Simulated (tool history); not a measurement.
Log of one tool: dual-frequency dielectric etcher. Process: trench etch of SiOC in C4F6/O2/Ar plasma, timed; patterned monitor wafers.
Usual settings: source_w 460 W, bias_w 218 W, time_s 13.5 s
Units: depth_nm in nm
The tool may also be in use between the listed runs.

run	day	source_w	bias_w	time_s	read-back reference wafer on the same gauge, depth_nm	depth_nm
1	0.000	530	218	13.5	38.47	34.35
2	1.088	510	218	13.5	38.49	34.96
3	1.483	510	218	13.5	38.49	34.73
4	2.221	460	238	14.5	38.47	36.76
5	2.512	460	218	13.5	38.49	32.87
6	3.092	460	218	13.5	38.53	33.61
7	3.758	540	218	13.5	38.49	35.22
8	4.396	460	218	13.5	38.51	33.36
# day 4.692: source power generator calibrated
9	5.738	460	218	11.5	38.55	28.46
# day 6.054: gauge calibrated
10	6.117	460	237	13.5	38.52	34.45
11	8.154	370	247	11.5	38.50	27.63
12	8.571	460	218	13.5	38.50	33.69
13	9.208	560	184	12.5	38.44	32.27
# day 9.542: bias power generator calibrated
14	9.675	460	218	13.5	38.53	34.03
15	9.996	460	218	13.5	38.48	33.60
16	10.583	550	251	16.0	38.50	44.75
# day 13.000: wet clean of the chamber
17	13.021	420	218	16.5	38.51	39.13
18	13.033	420	232	15.5	38.54	37.42
19	13.175	460	218	13.5	38.54	32.68
20	13.483	460	262	16.0	38.51	41.29
21	13.888	460	233	16.0	38.52	40.44
22	14.296	570	199	13.5	38.52	34.99
23	14.712	410	218	10.0	38.57	23.45
24	15.458	460	187	10.0	38.49	23.63
25	15.829	460	200	11.5	38.51	27.57
26	16.375	570	170	13.5	38.50	33.74
27	16.808	510	191	11.0	38.55	27.30
28	17.538	540	232	13.5	38.50	36.19
29	18.092	550	186	10.0	38.46	25.56
30	18.638	460	218	13.5	38.53	33.44

The tool's hidden state at each run:
source power that arrives over what is set, %: 0 in every run
bias power that arrives over what is set, %: 0 in every run
gauge reads high (%): 0 in every run
H1: etch rate over this chamber's usual, %
run	H1
1	0.529
2	0.897
3	1.03
4	1.28
5	1.38
6	1.58
7	1.8
8	2.02
9	2.47
10	2.6
11	3.29
12	3.43
13	3.65
14	3.81
15	3.91
16	4.11
17	0.739
18	0.743
19	0.791
20	0.896
21	1.03
22	1.17
23	1.31
24	1.56
25	1.69
26	1.87
27	2.02
28	2.27
29	2.46
30	2.64
